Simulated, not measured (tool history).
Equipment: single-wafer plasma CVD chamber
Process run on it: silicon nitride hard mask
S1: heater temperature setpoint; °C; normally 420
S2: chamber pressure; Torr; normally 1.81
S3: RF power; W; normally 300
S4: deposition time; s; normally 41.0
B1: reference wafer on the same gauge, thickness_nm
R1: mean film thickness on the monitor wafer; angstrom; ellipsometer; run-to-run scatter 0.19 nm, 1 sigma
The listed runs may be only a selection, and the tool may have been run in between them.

run	hour	S1	S2	S3	S4	B1	R1
1	0.0	420	1.81	280	41.0	57.204	457.86
2	78.1	420	1.81	280	41.0	57.176	460.95
3	184.4	420	1.81	300	41.0	57.188	484.76
4	290.7	420	1.81	300	41.0	57.224	483.61
5	347.7	420	1.52	300	41.0	57.252	470.22
6	575.9	420	1.81	300	41.0	57.193	485.94
7	631.2	420	1.81	325	41.0	57.165	513.97
8	679.7	420	1.81	325	41.0	57.160	510.92
9	747.8	420	1.81	300	41.0	57.157	484.71
# hour 773.3: capacitance manometer re-zeroed and calibrated
10	811.5	420	1.81	300	41.0	57.193	483.91
11	906.0	420	1.81	300	41.0	57.204	487.26
12	1002.9	410	1.81	300	41.0	57.202	487.31
# hour 1026.9: RF generator calibrated
13	1062.2	406	1.81	245	41.0	57.222	414.32
# hour 1096.6: thermocouple changed; heater temperature recalibrated
14	1209.4	420	1.67	265	36.9	57.200	387.70
15	1263.4	411	1.81	320	41.0	57.231	513.08
16	1304.5	415	1.81	335	41.0	57.212	528.42

Run 17 comes next. What will it give?
17	1386.8	433	1.81	250	41.0	?	?

Run 17 produced B1 57.226, R1 412.79 angstrom.
Had the tool carried no hidden state, the very same run would have given R1 412.79 angstrom.

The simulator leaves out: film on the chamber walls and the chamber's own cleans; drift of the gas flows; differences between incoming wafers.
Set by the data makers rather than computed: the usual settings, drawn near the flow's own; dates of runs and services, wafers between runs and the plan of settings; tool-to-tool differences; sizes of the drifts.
